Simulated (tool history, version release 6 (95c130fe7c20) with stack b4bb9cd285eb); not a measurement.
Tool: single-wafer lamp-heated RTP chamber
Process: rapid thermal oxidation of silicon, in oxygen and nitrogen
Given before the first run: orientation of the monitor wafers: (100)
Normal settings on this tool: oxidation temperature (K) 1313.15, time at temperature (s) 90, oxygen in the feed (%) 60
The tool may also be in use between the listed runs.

run,hour,oxidation temperature (K),time at temperature (s),oxygen in the feed (%),"read-back reference wafer on the same gauge, thickness",oxide thickness on the monitor wafer (nm)
1,0,1313.15,90,60,7.359,8.868
2,71.8,1313.15,90,60,7.366,8.819
3,113.7,1296.15,90,60,7.358,7.891
4,140.9,1313.15,122,73,7.359,10.93
5,166.3,1313.15,122,73,7.358,11.062
# hour 190.7: pyrometer window cleaned and pyrometer calibrated
6,203.9,1313.15,110,60,7.366,10.071
7,231.1,1313.15,110,60,7.366,10.142
8,300.4,1313.15,110,60,7.37,10.208
9,340.1,1313.15,90,60,7.363,9.379
10,387.7,1313.15,90,60,7.374,9.285
11,430.8,1313.15,90,60,7.356,9.444
# hour 443.8: pyrometer window cleaned and pyrometer calibrated, repeated, since the last time left the tool worse
12,456.8,1313.15,90,60,7.366,8.619
13,528.3,1313.15,90,60,7.372,8.743
14,588.2,1313.15,90,60,7.363,8.738
# hour 646.1: gauge calibrated
15,653.1,1327.15,70,60,7.357,8.742
16,699.2,1327.15,70,60,7.366,8.695
17,763.2,1313.15,90,60,7.355,8.857
18,795,1285.15,69,41,7.366,5.659
19,852.6,1287.15,115,68,7.356,8.612
20,886.4,1286.15,120,60,7.357,8.362
# hour 915.3: pyrometer window cleaned and pyrometer calibrated
21,935.3,1313.15,56,60,7.357,7.089
22,979.6,1313.15,106,60,7.354,9.418
23,1020.1,1285.15,90,60,7.364,7.247
24,1068.9,1313.15,90,60,7.349,8.822
# hour 1088: oxygen flow controller replaced
25,1107.8,1313.15,124,39,7.362,8.789
26,1167.3,1313.15,90,39,7.352,7.583
27,1238.1,1313.15,90,60,7.357,8.963
28,1272.7,1284.15,48,80,7.365,6.147
29,1318.6,1313.15,90,60,7.367,8.9
# hour 1368.9: pyrometer window cleaned and pyrometer calibrated
30,1381.6,1328.15,61,33,7.356,6.542
31,1412.8,1313.15,90,60,7.371,8.691
32,1450.4,1313.15,72,60,7.35,7.891
33,1512.5,1331.15,132,89,7.366,13.729
34,1552,1313.15,90,60,7.362,8.851
35,1577.2,1313.15,102,60,7.361,9.399
36,1620.3,1313.15,90,60,7.359,8.877
37,1667.4,1296.15,90,76,7.364,8.556

Some steps in oxide thickness on the monitor wafer (nm), run to run, broken into two amounts with sign: the step expected even without the hidden condition (settings, incoming material, random variation), and the rest, left for the hidden condition together with whatever gauge scatter is not in both the measured and the hidden-condition-free result:
Hidden state present: true wafer temperature minus pyrometer reading, K; deviation of the oxygen flow from its setpoint, %; gauge reads high (%).
Run 5 -> 6: time at temperature (s) 122 -> 110, oxygen in the feed (%) 73 -> 60, pyrometer window cleaned and pyrometer calibrated. oxide thickness on the monitor wafer (nm) -0.991: hidden state +0.264, all else -1.255.
Run 11 -> 12: pyrometer window cleaned and pyrometer calibrated, repeated, since the last time left the tool worse. oxide thickness on the monitor wafer (nm) -0.825: hidden state -0.781, all else -0.044.
Run 17 -> 18: oxidation temperature (K) 1313.15 -> 1285.15, time at temperature (s) 90 -> 69, oxygen in the feed (%) 60 -> 41. oxide thickness on the monitor wafer (nm) -3.198: hidden state -0.093, all else -3.105.
Run 29 -> 30: oxidation temperature (K) 1313.15 -> 1328.15, time at temperature (s) 90 -> 61, oxygen in the feed (%) 60 -> 33, pyrometer window cleaned and pyrometer calibrated. oxide thickness on the monitor wafer (nm) -2.358: hidden state -0.301, all else -2.057.
Run 32 -> 33: oxidation temperature (K) 1313.15 -> 1331.15, time at temperature (s) 72 -> 132, oxygen in the feed (%) 60 -> 89. oxide thickness on the monitor wafer (nm) +5.838: hidden state +0.183, all else +5.655.
Run 33 -> 34: oxidation temperature (K) 1331.15 -> 1313.15, time at temperature (s) 132 -> 90, oxygen in the feed (%) 89 -> 60. oxide thickness on the monitor wafer (nm) -4.878: hidden state -0.083, all else -4.795.
